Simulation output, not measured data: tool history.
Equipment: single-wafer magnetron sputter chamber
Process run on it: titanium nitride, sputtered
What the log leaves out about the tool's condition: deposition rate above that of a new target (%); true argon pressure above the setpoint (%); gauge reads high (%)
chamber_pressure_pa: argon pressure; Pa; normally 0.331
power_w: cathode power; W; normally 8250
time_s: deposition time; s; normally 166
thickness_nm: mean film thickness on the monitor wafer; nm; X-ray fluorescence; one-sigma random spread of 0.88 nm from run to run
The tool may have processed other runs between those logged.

run    hour  chamber_pressure_pa  power_w  time_s  wafers since the last listed run  wafers on the sputter target  hours since the last manometer calibration  hours since the magnet pack was replaced  hours since the gauge calibration  read-back reference wafer on the same gauge, thickness_nm  thickness_nm
  1       0                0.388     8250     166                                 0                          3176                                      2382.6                                   10258.5                             1852.9                                                    353.044       293.436
       63.5  -- sputter target and shields replaced
  2      64                0.388     8250     166                               346                             2                                      2446.6                                   10322.5                             1916.9                                                    353.101       292.848
  3   115.7                0.331     8250     183                               319                           322                                      2498.3                                   10374.2                             1968.6                                                    353.036        329.85
  4   185.1                0.331     8250     183                               429                           751                                      2567.7                                   10443.6                               2038                                                    353.293       328.545
      239.2  -- capacitance manometer re-zeroed and calibrated
      320.2  -- gauge calibrated
  5   353.6                0.331     8250     166                               992                          1743                                       114.4                                   10612.1                               33.4                                                    353.095       299.478
  6     452                0.331     8250     166                               608                          2352                                       212.8                                   10710.5                              131.8                                                    352.941       300.536
  7   501.7                0.331     8250     166                               307                          2659                                       262.5                                   10760.2                              181.5                                                    352.899       299.894
  8   539.2                0.331     8250     166                               231                          2891                                         300                                   10797.7                                219                                                    352.961       300.517
  9   564.1                0.331     8250     166                               153                          3045                                       324.9                                   10822.6                              243.9                                                    352.764       300.808
      612.5  -- sputter target and shields replaced
 10   629.9                0.331     8250     166                               357                           107                                       390.7                                   10888.4                              309.7                                                    352.923       297.338
 11   671.8                0.331     8250     166                               259                           366                                       432.6                                   10930.3                              351.6                                                    353.101        299.33
 12   738.2                 0.41     9500     136                               410                           777                                         499                                   10996.7                                418                                                    352.748       272.555
 13   798.2                0.391     8250     194                               370                          1148                                         559                                   11056.7                                478                                                    353.182       338.195
 14   866.7                0.331     7100     179                               423                          1571                                       627.5                                   11125.2                              546.5                                                     353.01       277.029
 15   908.7                0.199     8250     145                               259                          1831                                       669.5                                   11167.2                              588.5                                                    352.954       277.087
 16   959.3                0.331     8250     166                               312                          2144                                       720.1                                   11217.8                              639.1                                                     353.11       298.924
 17   991.5                0.391     8250     194                               199                          2343                                       752.3                                     11250                              671.3                                                    353.079       342.025
 18  1022.5                0.376     8250     166                               191                          2534                                       783.3                                     11281                              702.3                                                    353.086       292.075
 19  1061.3                0.331     8250     166                               239                          2774                                       822.1                                   11319.8                              741.1                                                    353.148       298.896
     1072.6  -- magnet pack replaced
 20  1174.5                0.368     7100     175                               650                          3425                                       935.3                                     101.9                              854.3                                                    352.979       265.754
       1216  -- sputter target and shields replaced
 21  1228.3                0.331     8250     166                               283                            75                                       989.1                                     155.7                              908.1                                                    352.981       299.639
 22  1297.6                0.227     7550     166                               428                           504                                      1058.4                                       225                              977.4                                                    352.925       286.509
 23  1384.2                0.429     8250     166                               535                          1039                                        1145                                     311.6                               1064                                                    352.804       285.992
 24  1436.8                0.372     9050     166                               325                          1365                                      1197.6                                     364.2                             1116.6                                                    352.914       320.891
 25    1500                0.331     8250     166                               390                          1755                                      1260.8                                     427.4                             1179.8                                                    352.816       299.173
 26  1566.6                0.331     8250     166                               411                          2167                                      1327.4                                       494                             1246.4                                                    353.044       299.223
 27    1635                0.293     9300     147                               422                          2590                                      1395.8                                     562.4                             1314.8                                                    353.075       302.688
 28  1668.6                0.331     8250     166                               207                          2798                                      1429.4                                       596                             1348.4                                                    353.045       299.498
 29  1712.5                0.331     8250     166                               271                          3069                                      1473.3                                     639.9                             1392.3                                                    352.823       299.084
     1763.4  -- sputter target and shields replaced
 30  1775.5                0.331    10050     139                               340                            74                                      1536.3                                     702.9                             1455.3                                                     352.93        305.83
 31  1801.9                0.235     9950     166                               163                           238                                      1562.7                                     729.3                             1481.7                                                    352.923       375.522
 32  1851.3                 0.23     6700     196                               305                           543                                      1612.1                                     778.7                             1531.1                                                    353.026       300.518
 33  2036.3                0.254     8250     181                              1143                          1687                                      1797.1                                     963.7                             1716.1                                                    352.867       338.075
 34  2078.1                0.331     7500     166                               258                          1945                                      1838.9                                    1005.5                             1757.9                                                    353.322       273.303
 35    2110                 0.28     8250     198                               197                          2142                                      1870.8                                    1037.4                             1789.8                                                     353.24       365.582

Here are 4 independent what-if runs from the current tool condition. What would each one return?
  A  2110.4                0.331     8250     166                                 2                          2145                                      1871.2                                    1037.8                             1790.2                                                          ?             ?
  B  2110.4                  0.4     6250     166                                 2                          2145                                      1871.2                                    1037.8                             1790.2                                                          ?             ?
  C  2110.4                0.456     9200     149                                 2                          2145                                      1871.2                                    1037.8                             1790.2                                                          ?             ?
  D  2110.4                0.396     6300     182                                 2                          2145                                      1871.2                                    1037.8                             1790.2                                                          ?             ?

run  read-back reference wafer on the same gauge, thickness_nm  thickness_nm
  A                                                    353.039       298.932
  B                                                    353.039        219.78
  C                                                    353.039       283.479
  D                                                    353.039       243.311
What these runs would have given with no unlogged condition in the tool:
run  thickness_nm
  A       298.932
  B        219.78
  C       283.479
  D       243.311

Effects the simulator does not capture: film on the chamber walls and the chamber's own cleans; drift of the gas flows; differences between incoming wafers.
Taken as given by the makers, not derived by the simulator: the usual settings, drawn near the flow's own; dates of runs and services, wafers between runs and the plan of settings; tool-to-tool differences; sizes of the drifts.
